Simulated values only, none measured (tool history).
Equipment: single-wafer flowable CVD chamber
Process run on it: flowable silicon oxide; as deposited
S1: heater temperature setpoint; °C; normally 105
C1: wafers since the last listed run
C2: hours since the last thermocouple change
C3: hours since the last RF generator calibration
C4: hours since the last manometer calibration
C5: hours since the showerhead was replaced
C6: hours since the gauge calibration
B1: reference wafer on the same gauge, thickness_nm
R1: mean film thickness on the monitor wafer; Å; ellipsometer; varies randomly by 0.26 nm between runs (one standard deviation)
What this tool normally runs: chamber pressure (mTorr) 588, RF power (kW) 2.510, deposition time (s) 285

{"run": 1, "hour": 0.0, "S1": 105, "chamber pressure (mTorr)": 588, "RF power (kW)": 2.755, "deposition time (s)": 285, "C1": 0, "C2": 840.8, "C3": 1496.5, "C4": 1543.9, "C5": 6505.6, "C6": 170.3, "B1": 112.978, "R1": 1132.07}
{"run": 2, "hour": 12.3, "S1": 105, "chamber pressure (mTorr)": 588, "RF power (kW)": 2.51, "deposition time (s)": 285, "C1": 50, "C2": 853.1, "C3": 1508.8, "C4": 1556.2, "C5": 6517.9, "C6": 182.6, "B1": 112.932, "R1": 1110.89}
{"run": 3, "hour": 19.7, "S1": 105, "chamber pressure (mTorr)": 588, "RF power (kW)": 2.51, "deposition time (s)": 285, "C1": 30, "C2": 860.5, "C3": 1516.2, "C4": 1563.6, "C5": 6525.3, "C6": 190.0, "B1": 113.049, "R1": 1116.02}
{"hour": 20.2, "done": "gauge calibrated"}
{"run": 4, "hour": 41.3, "S1": 105, "chamber pressure (mTorr)": 588, "RF power (kW)": 2.51, "deposition time (s)": 285, "C1": 88, "C2": 882.1, "C3": 1537.8, "C4": 1585.2, "C5": 6546.9, "C6": 21.1, "B1": 113.009, "R1": 1114.79}
{"run": 5, "hour": 49.2, "S1": 105, "chamber pressure (mTorr)": 588, "RF power (kW)": 2.51, "deposition time (s)": 285, "C1": 32, "C2": 890.0, "C3": 1545.7, "C4": 1593.1, "C5": 6554.8, "C6": 29.0, "B1": 112.951, "R1": 1112.96}
{"run": 6, "hour": 55.5, "S1": 105, "chamber pressure (mTorr)": 588, "RF power (kW)": 2.51, "deposition time (s)": 285, "C1": 25, "C2": 896.3, "C3": 1552.0, "C4": 1599.4, "C5": 6561.1, "C6": 35.3, "B1": 112.98, "R1": 1116.39}
{"run": 7, "hour": 70.5, "S1": 105, "chamber pressure (mTorr)": 588, "RF power (kW)": 2.51, "deposition time (s)": 285, "C1": 61, "C2": 911.3, "C3": 1567.0, "C4": 1614.4, "C5": 6576.1, "C6": 50.3, "B1": 112.952, "R1": 1110.1}
{"run": 8, "hour": 81.4, "S1": 105, "chamber pressure (mTorr)": 588, "RF power (kW)": 2.51, "deposition time (s)": 285, "C1": 44, "C2": 922.2, "C3": 1577.9, "C4": 1625.3, "C5": 6587.0, "C6": 61.2, "B1": 113.019, "R1": 1116.96}
{"run": 9, "hour": 91.8, "S1": 105, "chamber pressure (mTorr)": 588, "RF power (kW)": 2.51, "deposition time (s)": 285, "C1": 42, "C2": 932.6, "C3": 1588.3, "C4": 1635.7, "C5": 6597.4, "C6": 71.6, "B1": 113.002, "R1": 1114.36}
{"run": 10, "hour": 106.2, "S1": 105, "chamber pressure (mTorr)": 588, "RF power (kW)": 2.51, "deposition time (s)": 285, "C1": 58, "C2": 947.0, "C3": 1602.7, "C4": 1650.1, "C5": 6611.8, "C6": 86.0, "B1": 112.973, "R1": 1115.96}
{"run": 11, "hour": 123.3, "S1": 105, "chamber pressure (mTorr)": 588, "RF power (kW)": 2.51, "deposition time (s)": 285, "C1": 69, "C2": 964.1, "C3": 1619.8, "C4": 1667.2, "C5": 6628.9, "C6": 103.1, "B1": 112.909, "R1": 1116.6}
{"hour": 140.5, "done": "showerhead replaced"}
{"run": 12, "hour": 141.0, "S1": 101, "chamber pressure (mTorr)": 588, "RF power (kW)": 2.51, "deposition time (s)": 285, "C1": 39, "C2": 981.8, "C3": 1637.5, "C4": 1684.9, "C5": 0.5, "C6": 120.8, "B1": 113.053, "R1": 1306.03}
{"run": 13, "hour": 146.4, "S1": 101, "chamber pressure (mTorr)": 588, "RF power (kW)": 2.51, "deposition time (s)": 285, "C1": 22, "C2": 987.2, "C3": 1642.9, "C4": 1690.3, "C5": 5.9, "C6": 126.2, "B1": 113.048, "R1": 1299.05}
{"hour": 160.6, "done": "capacitance manometer re-zeroed and calibrated"}
{"run": 14, "hour": 161.1, "S1": 105, "chamber pressure (mTorr)": 694, "RF power (kW)": 2.125, "deposition time (s)": 285, "C1": 27, "C2": 1001.9, "C3": 1657.6, "C4": 0.5, "C5": 20.6, "C6": 140.9, "B1": 113.002, "R1": 1188.36}
{"hour": 175.2, "done": "RF generator calibrated"}
{"run": 15, "hour": 175.7, "S1": 105, "chamber pressure (mTorr)": 727, "RF power (kW)": 2.51, "deposition time (s)": 300, "C1": 27, "C2": 1016.5, "C3": 0.5, "C4": 15.1, "C5": 35.2, "C6": 155.5, "B1": 113.033, "R1": 1360.28}
{"run": 16, "hour": 186.5, "S1": 105, "chamber pressure (mTorr)": 588, "RF power (kW)": 2.51, "deposition time (s)": 285, "C1": 44, "C2": 1027.3, "C3": 11.3, "C4": 25.9, "C5": 46.0, "C6": 166.3, "B1": 113.03, "R1": 1044.66}
{"run": 17, "hour": 196.3, "S1": 105, "chamber pressure (mTorr)": 521, "RF power (kW)": 2.51, "deposition time (s)": 285, "C1": 40, "C2": 1037.1, "C3": 21.1, "C4": 35.7, "C5": 55.8, "C6": 176.1, "B1": 113.056, "R1": 931.96}
{"run": 18, "hour": 208.8, "S1": 105, "chamber pressure (mTorr)": 457, "RF power (kW)": 2.64, "deposition time (s)": 285, "C1": 51, "C2": 1049.6, "C3": 33.6, "C4": 48.2, "C5": 68.3, "C6": 188.6, "B1": 113.048, "R1": 831.02}
{"hour": 217.3, "done": "gauge calibrated"}
{"run": 19, "hour": 217.4, "S1": 105, "chamber pressure (mTorr)": 465, "RF power (kW)": 2.15, "deposition time (s)": 285, "C1": 35, "C2": 1058.2, "C3": 42.2, "C4": 56.8, "C5": 76.9, "C6": 0.1, "B1": 113.005, "R1": 810.01}
{"hour": 226.1, "done": "thermocouple changed; heater temperature recalibrated"}
{"run": 20, "hour": 227.4, "S1": 105, "chamber pressure (mTorr)": 442, "RF power (kW)": 2.51, "deposition time (s)": 242, "C1": 8, "C2": 1.3, "C3": 52.2, "C4": 66.8, "C5": 86.9, "C6": 10.1, "B1": 113.032, "R1": 678.93}
{"run": 21, "hour": 244.8, "S1": 105, "chamber pressure (mTorr)": 588, "RF power (kW)": 2.51, "deposition time (s)": 250, "C1": 71, "C2": 18.7, "C3": 69.6, "C4": 84.2, "C5": 104.3, "C6": 27.5, "B1": 112.991, "R1": 921.15}
{"run": 22, "hour": 257.4, "S1": 111, "chamber pressure (mTorr)": 544, "RF power (kW)": 2.51, "deposition time (s)": 285, "C1": 51, "C2": 31.3, "C3": 82.2, "C4": 96.8, "C5": 116.9, "C6": 40.1, "B1": 112.994, "R1": 778.14}
{"run": 23, "hour": 264.0, "S1": 101, "chamber pressure (mTorr)": 588, "RF power (kW)": 2.51, "deposition time (s)": 285, "C1": 27, "C2": 37.9, "C3": 88.8, "C4": 103.4, "C5": 123.5, "C6": 46.7, "B1": 112.887, "R1": 1227.83}
{"run": 24, "hour": 274.3, "S1": 105, "chamber pressure (mTorr)": 493, "RF power (kW)": 2.51, "deposition time (s)": 285, "C1": 42, "C2": 48.2, "C3": 99.1, "C4": 113.7, "C5": 133.8, "C6": 57.0, "B1": 112.99, "R1": 886.98}
{"run": 25, "hour": 285.0, "S1": 105, "chamber pressure (mTorr)": 649, "RF power (kW)": 2.51, "deposition time (s)": 241, "C1": 43, "C2": 58.9, "C3": 109.8, "C4": 124.4, "C5": 144.5, "C6": 67.7, "B1": 113.016, "R1": 982.84}
{"run": 26, "hour": 300.2, "S1": 105, "chamber pressure (mTorr)": 663, "RF power (kW)": 2.97, "deposition time (s)": 265, "C1": 62, "C2": 74.1, "C3": 125.0, "C4": 139.6, "C5": 159.7, "C6": 82.9, "B1": 113.044, "R1": 1124.28}

Measured result minus the same run's result without the hidden state. Both carry the same run-to-run variation, though not necessarily the same gauge scatter:
What the log doesn't record here: wafer temperature above the value expected at the setpoint (K); delivered RF power above the setpoint (%); true pressure above the setpoint (%); gauge reads high (%).
run=1 R1=+71.58
run=2 R1=+70.84
run=3 R1=+71.53
run=4 R1=+72.52
run=5 R1=+72.79
run=6 R1=+73.32
run=7 R1=+73.64
run=8 R1=+74.64
run=9 R1=+74.97
run=10 R1=+75.78
run=11 R1=+76.66
run=12 R1=+90.68
run=13 R1=+90.50
run=14 R1=+7.34
run=15 R1=+9.38
run=16 R1=+8.04
run=17 R1=+7.64
run=18 R1=+7.56
run=19 R1=+7.50
run=20 R1=+6.83
run=21 R1=+9.81
run=22 R1=+8.78
run=23 R1=+14.26
run=24 R1=+10.76
run=25 R1=+12.00
run=26 R1=+14.56

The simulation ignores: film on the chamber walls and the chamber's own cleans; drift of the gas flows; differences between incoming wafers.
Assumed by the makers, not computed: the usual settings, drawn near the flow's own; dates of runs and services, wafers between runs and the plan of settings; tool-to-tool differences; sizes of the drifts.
